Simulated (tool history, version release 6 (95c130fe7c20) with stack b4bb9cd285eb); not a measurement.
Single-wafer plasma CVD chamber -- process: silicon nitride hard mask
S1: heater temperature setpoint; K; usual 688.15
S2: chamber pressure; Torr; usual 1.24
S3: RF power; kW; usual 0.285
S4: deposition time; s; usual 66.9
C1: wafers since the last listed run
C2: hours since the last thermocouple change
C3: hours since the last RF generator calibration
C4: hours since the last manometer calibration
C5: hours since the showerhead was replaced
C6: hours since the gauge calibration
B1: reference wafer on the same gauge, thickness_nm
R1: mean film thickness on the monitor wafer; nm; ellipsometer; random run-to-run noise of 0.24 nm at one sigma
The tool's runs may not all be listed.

run	hour	S1	S2	S3	S4	C1	C2	C3	C4	C5	C6	B1	R1
1	0.0	688.15	1.24	0.315	66.9	0	2500.2	832.5	2499.2	5378.1	301.7	64.608	74.397
# hour 9.0: showerhead replaced
2	9.5	688.15	1.24	0.315	66.9	27	2509.7	842.0	2508.7	0.5	311.2	64.611	74.837
# hour 18.2: thermocouple changed; heater temperature recalibrated
3	18.7	688.15	1.24	0.285	66.9	22	0.5	851.2	2517.9	9.7	320.4	64.621	68.566
4	24.6	688.15	1.24	0.285	66.9	110	6.4	857.1	2523.8	15.6	326.3	64.601	68.613
5	41.3	688.15	1.24	0.285	66.9	311	23.1	873.8	2540.5	32.3	343.0	64.598	68.078
6	67.8	688.15	1.24	0.285	66.9	494	49.6	900.3	2567.0	58.8	369.5	64.610	68.204
7	74.0	688.15	1.24	0.285	66.9	115	55.8	906.5	2573.2	65.0	375.7	64.605	68.453
8	89.2	697.15	1.24	0.285	62.6	283	71.0	921.7	2588.4	80.2	390.9	64.578	63.652
9	97.1	688.15	1.36	0.285	66.9	147	78.9	929.6	2596.3	88.1	398.8	64.597	69.446
10	110.9	688.15	1.24	0.285	66.9	257	92.7	943.4	2610.1	101.9	412.6	64.562	68.184
11	126.0	688.15	1.24	0.285	66.9	281	107.8	958.5	2625.2	117.0	427.7	64.634	68.342
12	138.7	688.15	1.24	0.285	61.1	236	120.5	971.2	2637.9	129.7	440.4	64.585	62.067
# hour 150.6: RF generator calibrated
13	151.1	688.15	1.24	0.285	66.9	82	132.9	0.5	2650.3	142.1	452.8	64.596	72.340
14	157.3	688.15	1.24	0.285	58.6	115	139.1	6.7	2656.5	148.3	459.0	64.597	62.921
15	167.7	692.15	1.24	0.285	54.5	194	149.5	17.1	2666.9	158.7	469.4	64.591	59.087
16	200.6	700.15	1.24	0.285	66.9	613	182.4	50.0	2699.8	191.6	502.3	64.618	71.630
# hour 217.2: gauge calibrated
17	217.9	700.15	1.24	0.285	66.9	322	199.7	67.3	2717.1	208.9	0.7	64.609	71.474
18	231.7	688.15	1.07	0.300	75.7	257	213.5	81.1	2730.9	222.7	14.5	64.610	81.535
19	246.5	680.15	1.08	0.285	66.9	276	228.3	95.9	2745.7	237.5	29.3	64.588	69.478
# hour 259.8: capacitance manometer re-zeroed and calibrated
20	288.8	700.15	1.24	0.285	74.9	639	270.6	138.2	29.0	279.8	71.6	64.549	79.919
21	300.6	688.15	1.24	0.270	74.6	220	282.4	150.0	40.8	291.6	83.4	64.612	76.666
22	314.0	688.15	1.09	0.285	74.7	250	295.8	163.4	54.2	305.0	96.8	64.598	77.332
23	325.7	676.15	1.24	0.285	66.9	218	307.5	175.1	65.9	316.7	108.5	64.587	72.179
24	338.7	698.15	1.49	0.235	61.3	242	320.5	188.1	78.9	329.7	121.5	64.585	56.968
25	348.3	688.15	1.24	0.285	66.9	179	330.1	197.7	88.5	339.3	131.1	64.596	71.232
26	365.0	702.15	1.24	0.285	66.9	311	346.8	214.4	105.2	356.0	147.8	64.623	71.265
27	376.6	688.15	1.24	0.285	77.7	216	358.4	226.0	116.8	367.6	159.4	64.592	83.078
28	392.5	696.15	1.11	0.285	66.9	296	374.3	241.9	132.7	383.5	175.3	64.607	69.484
29	399.6	683.15	1.24	0.340	66.9	132	381.4	249.0	139.8	390.6	182.4	64.577	83.025

For each run, what was the tool's unlogged condition?
wafer temperature above the value expected at the setpoint (K): 0 at every run
true pressure above the setpoint (%): 0 at every run
gauge reads high (%): 0 at every run
H1: delivered RF power above the setpoint (%)
run	H1
1	-5.68
2	-5.73
3	-5.79
4	-5.82
5	-5.91
6	-6.06
7	-6.1
8	-6.18
9	-6.23
10	-6.31
11	-6.39
12	-6.46
13	-0.0493
14	-0.0843
15	-0.143
16	-0.328
17	-0.426
18	-0.504
19	-0.587
20	-0.826
21	-0.892
22	-0.968
23	-1.03
24	-1.11
25	-1.16
26	-1.26
27	-1.32
28	-1.41
29	-1.45

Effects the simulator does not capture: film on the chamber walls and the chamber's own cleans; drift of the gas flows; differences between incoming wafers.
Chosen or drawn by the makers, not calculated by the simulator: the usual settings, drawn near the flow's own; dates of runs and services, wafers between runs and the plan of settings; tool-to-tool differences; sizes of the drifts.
